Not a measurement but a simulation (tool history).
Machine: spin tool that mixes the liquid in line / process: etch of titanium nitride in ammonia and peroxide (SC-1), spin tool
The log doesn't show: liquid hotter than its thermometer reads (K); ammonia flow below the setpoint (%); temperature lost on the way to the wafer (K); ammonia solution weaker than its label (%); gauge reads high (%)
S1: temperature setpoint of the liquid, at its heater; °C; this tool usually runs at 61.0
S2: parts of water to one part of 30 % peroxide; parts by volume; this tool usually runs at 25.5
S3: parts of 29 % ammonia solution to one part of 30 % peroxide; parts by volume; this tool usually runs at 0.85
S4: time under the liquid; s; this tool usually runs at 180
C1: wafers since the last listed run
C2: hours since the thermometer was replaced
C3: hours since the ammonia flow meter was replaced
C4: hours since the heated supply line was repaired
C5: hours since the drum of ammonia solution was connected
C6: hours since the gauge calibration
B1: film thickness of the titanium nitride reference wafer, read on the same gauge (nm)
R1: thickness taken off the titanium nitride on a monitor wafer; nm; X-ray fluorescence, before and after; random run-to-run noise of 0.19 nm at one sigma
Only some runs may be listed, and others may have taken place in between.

run	hour	S1	S2	S3	S4	C1	C2	C3	C4	C5	C6	B1	R1
1	0.0	61.0	25.5	0.85	180	0	1268.0	226.4	1068.1	342.3	1688.3	40.01	28.50
2	57.0	61.0	25.5	1.00	180	430	1325.0	283.4	1125.1	399.3	1745.3	40.01	29.10
3	83.2	67.0	13.5	0.85	250	197	1351.2	309.6	1151.3	425.5	1771.5	40.01	80.59
4	109.7	61.0	25.5	0.85	180	200	1377.7	336.1	1177.8	452.0	1798.0	40.00	27.82
# hour 117.2: new drum of ammonia solution connected
5	144.0	61.0	34.5	0.85	220	251	1412.0	370.4	1212.1	26.8	1832.3	40.03	29.65
6	190.7	61.0	25.5	0.85	180	352	1458.7	417.1	1258.8	73.5	1879.0	40.00	28.51
7	224.0	61.0	25.5	0.85	220	251	1492.0	450.4	1292.1	106.8	1912.3	40.05	34.69
# hour 230.1: thermometer replaced
8	252.1	61.0	25.5	0.85	180	204	22.0	478.5	1320.2	134.9	1940.4	40.01	28.59
9	323.9	65.5	25.5	0.85	180	542	93.8	550.3	1392.0	206.7	2012.2	40.00	37.15
10	360.7	54.0	25.5	0.45	180	278	130.6	587.1	1428.8	243.5	2049.0	39.97	15.81
11	401.0	54.5	32.5	1.05	235	304	170.9	627.4	1469.1	283.8	2089.3	40.00	21.65
12	466.5	61.0	16.5	0.85	180	494	236.4	692.9	1534.6	349.3	2154.8	40.01	35.68
13	511.6	61.0	14.0	0.50	260	340	281.5	738.0	1579.7	394.4	2199.9	40.00	51.62
# hour 513.0: gauge calibrated
# hour 549.5: new drum of ammonia solution connected
14	571.2	61.0	34.5	0.85	180	442	341.1	797.6	1639.3	21.7	58.2	39.98	24.04
# hour 683.4: ammonia flow meter replaced
15	703.0	66.5	25.5	0.70	260	988	472.9	19.6	1771.1	153.5	190.0	40.00	56.03
16	766.4	61.0	25.5	0.85	180	479	536.3	83.0	1834.5	216.9	253.4	40.00	28.17
# hour 771.1: heated supply line repaired
17	803.9	66.5	25.5	0.85	240	275	573.8	120.5	32.8	254.4	290.9	40.03	53.71
18	923.5	61.0	25.5	0.85	180	903	693.4	240.1	152.4	374.0	410.5	39.99	27.74
# hour 944.5: new drum of ammonia solution connected
19	972.9	52.5	29.0	0.60	240	365	742.8	289.5	201.8	28.4	459.9	40.03	18.62
20	1040.6	58.5	25.5	1.05	180	511	810.5	357.2	269.5	96.1	527.6	39.97	24.78
21	1102.9	61.0	25.5	0.65	180	470	872.8	419.5	331.8	158.4	589.9	40.00	26.75
22	1150.4	56.5	20.5	1.20	220	358	920.3	467.0	379.3	205.9	637.4	39.98	30.42
23	1219.0	61.0	25.5	0.70	90	518	988.9	535.6	447.9	274.5	706.0	40.01	13.63

Consider 5 possible next runs. They are alternatives, not a sequence: every one starts from the tool as it was left by run 23. What does each give?
A	1219.5	58.0	25.5	0.85	180	3	989.4	536.1	448.4	275.0	706.5	?	?
B	1219.5	51.5	12.5	0.85	180	3	989.4	536.1	448.4	275.0	706.5	?	?
C	1219.5	61.0	15.5	0.85	180	3	989.4	536.1	448.4	275.0	706.5	?	?
D	1219.5	67.0	17.5	0.85	180	3	989.4	536.1	448.4	275.0	706.5	?	?
E	1219.5	61.0	21.0	0.50	235	3	989.4	536.1	448.4	275.0	706.5	?	?

run	B1	R1
A	40.01	23.15
B	40.01	21.99
C	40.01	37.09
D	40.01	51.00
E	40.01	37.21
With the hidden condition removed and each run's random variation left untouched, the same runs would have given:
run	R1
A	23.54
B	22.32
C	37.67
D	51.81
E	37.85
